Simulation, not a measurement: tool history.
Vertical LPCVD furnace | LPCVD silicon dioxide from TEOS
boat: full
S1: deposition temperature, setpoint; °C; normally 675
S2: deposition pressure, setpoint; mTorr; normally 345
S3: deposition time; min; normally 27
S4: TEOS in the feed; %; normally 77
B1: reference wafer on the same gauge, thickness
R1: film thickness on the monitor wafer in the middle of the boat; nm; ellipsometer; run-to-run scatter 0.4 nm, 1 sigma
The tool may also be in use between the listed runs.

{"run": 1, "day": 0.0, "S1": 675, "S2": 345, "S3": 27, "S4": 77, "B1": 110.86, "R1": 129.72}
{"run": 2, "day": 0.508, "S1": 675, "S2": 345, "S3": 27, "S4": 77, "B1": 110.96, "R1": 129.84}
{"run": 3, "day": 1.671, "S1": 675, "S2": 345, "S3": 27, "S4": 77, "B1": 110.94, "R1": 130.35}
{"run": 4, "day": 2.775, "S1": 675, "S2": 345, "S3": 27, "S4": 77, "B1": 110.88, "R1": 130.43}
{"run": 5, "day": 3.367, "S1": 675, "S2": 345, "S3": 27, "S4": 77, "B1": 111.06, "R1": 130.15}
{"run": 6, "day": 4.396, "S1": 675, "S2": 315, "S3": 18.5, "S4": 77, "B1": 110.88, "R1": 85.51}
{"run": 7, "day": 5.85, "S1": 675, "S2": 315, "S3": 18.5, "S4": 77, "B1": 110.88, "R1": 85.49}
{"day": 7.35, "done": "TEOS flow controller replaced"}
{"run": 8, "day": 7.371, "S1": 675, "S2": 315, "S3": 18.5, "S4": 77, "B1": 111.11, "R1": 85.41}
{"run": 9, "day": 8.004, "S1": 675, "S2": 345, "S3": 27, "S4": 77, "B1": 111.07, "R1": 129.66}
{"run": 10, "day": 8.883, "S1": 686, "S2": 345, "S3": 27, "S4": 77, "B1": 111.07, "R1": 170.2}
{"run": 11, "day": 9.433, "S1": 675, "S2": 345, "S3": 20, "S4": 77, "B1": 110.93, "R1": 97.51}
{"run": 12, "day": 10.058, "S1": 670, "S2": 345, "S3": 37.5, "S4": 77, "B1": 111.03, "R1": 160.14}
{"run": 13, "day": 10.838, "S1": 675, "S2": 345, "S3": 27, "S4": 77, "B1": 110.97, "R1": 131.3}
{"run": 14, "day": 11.767, "S1": 675, "S2": 345, "S3": 27, "S4": 67, "B1": 110.95, "R1": 121.41}
{"run": 15, "day": 12.358, "S1": 669, "S2": 315, "S3": 27, "S4": 69, "B1": 111.08, "R1": 101.83}

Forecast run 16:
{"day": 12.629, "done": "gauge calibrated"}
{"run": 16, "day": 13.825, "S1": 675, "S2": 345, "S3": 27, "S4": 77, "B1": "?", "R1": "?"}

{"run 16": {"B1": 110.97, "R1": 131.68}}
If the tool had no hidden condition, the same run with the same run-to-run variation would have returned R1 117.08 nm.
